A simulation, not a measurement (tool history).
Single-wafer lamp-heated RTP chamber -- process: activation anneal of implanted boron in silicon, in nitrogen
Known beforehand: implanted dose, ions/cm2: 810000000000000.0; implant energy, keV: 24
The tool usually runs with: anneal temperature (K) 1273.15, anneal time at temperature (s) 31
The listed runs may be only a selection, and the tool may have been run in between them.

| run | day | anneal temperature (K) | anneal time at temperature (s) | read-back reference wafer on the same gauge, sheet resistance | sheet resistance of the implanted and annealed layer (ohm/square) |
|---|---|---|---|---|---|
| 1 | 0.000 | 1273.15 | 31 | 170.93 | 142.14 |
|  | 2.350 | reflector plate cleaned |
| 2 | 2.662 | 1295.15 | 31 | 170.88 | 140.40 |
| 3 | 3.925 | 1295.15 | 31 | 170.91 | 140.05 |
| 4 | 5.512 | 1273.15 | 31 | 171.11 | 143.98 |
| 5 | 8.150 | 1281.15 | 42 | 171.03 | 141.33 |
| 6 | 13.729 | 1281.15 | 42 | 171.11 | 141.05 |
| 7 | 15.904 | 1273.15 | 31 | 171.12 | 142.65 |
|  | 17.296 | pyrometer window cleaned and pyrometer calibrated |
| 8 | 17.338 | 1273.15 | 31 | 171.04 | 142.48 |
| 9 | 19.233 | 1273.15 | 31 | 170.96 | 142.06 |
|  | 23.012 | reflector plate cleaned |
|  | 25.088 | gauge calibrated |
| 10 | 27.588 | 1273.15 | 31 | 171.10 | 143.14 |
|  | 35.300 | pyrometer window cleaned and pyrometer calibrated |
| 11 | 35.321 | 1273.15 | 31 | 171.01 | 143.60 |
| 12 | 36.975 | 1273.15 | 31 | 171.12 | 142.23 |
|  | 39.021 | reflector plate cleaned |
| 13 | 39.879 | 1273.15 | 31 | 170.75 | 143.82 |
| 14 | 41.996 | 1299.15 | 48 | 171.09 | 138.69 |
| 15 | 44.312 | 1283.15 | 19 | 170.91 | 142.57 |
| 16 | 46.867 | 1273.15 | 31 | 170.92 | 142.96 |
| 17 | 48.221 | 1273.15 | 31 | 171.05 | 142.40 |
| 18 | 51.008 | 1302.15 | 20 | 171.04 | 140.95 |
| 19 | 53.400 | 1298.15 | 21 | 171.25 | 140.35 |
| 20 | 54.921 | 1260.15 | 31 | 170.98 | 145.59 |
|  | 56.875 | pyrometer window cleaned and pyrometer calibrated |
| 21 | 56.896 | 1273.15 | 31 | 171.11 | 142.69 |
|  | 58.725 | reflector plate cleaned |
| 22 | 59.221 | 1273.15 | 31 | 170.81 | 143.66 |
| 23 | 61.208 | 1287.15 | 48 | 171.13 | 140.30 |
|  | 62.883 | gauge calibrated |
| 24 | 63.850 | 1284.15 | 22 | 170.93 | 142.35 |
| 25 | 66.792 | 1273.15 | 31 | 171.08 | 143.66 |
| 26 | 69.212 | 1283.15 | 31 | 170.87 | 141.31 |

What the log doesn't show, run by run:
true wafer temperature minus pyrometer reading, K: 0, the same for each run
gauge reads high (%): 0, the same for each run
H1: wafer temperature error from the tarnished reflector plate, K
| run | H1 |
|---|---|
| 1 | 6.36 |
| 2 | 0.232 |
| 3 | 0.787 |
| 4 | 1.48 |
| 5 | 2.64 |
| 6 | 5.09 |
| 7 | 6.05 |
| 8 | 6.68 |
| 9 | 7.51 |
| 10 | 2.9 |
| 11 | 6.3 |
| 12 | 7.02 |
| 13 | 1.12 |
| 14 | 2.05 |
| 15 | 3.07 |
| 16 | 4.19 |
| 17 | 4.78 |
| 18 | 6.01 |
| 19 | 7.06 |
| 20 | 7.73 |
| 21 | 8.59 |
| 22 | 0.42 |
| 23 | 1.29 |
| 24 | 2.45 |
| 25 | 3.75 |
| 26 | 4.81 |

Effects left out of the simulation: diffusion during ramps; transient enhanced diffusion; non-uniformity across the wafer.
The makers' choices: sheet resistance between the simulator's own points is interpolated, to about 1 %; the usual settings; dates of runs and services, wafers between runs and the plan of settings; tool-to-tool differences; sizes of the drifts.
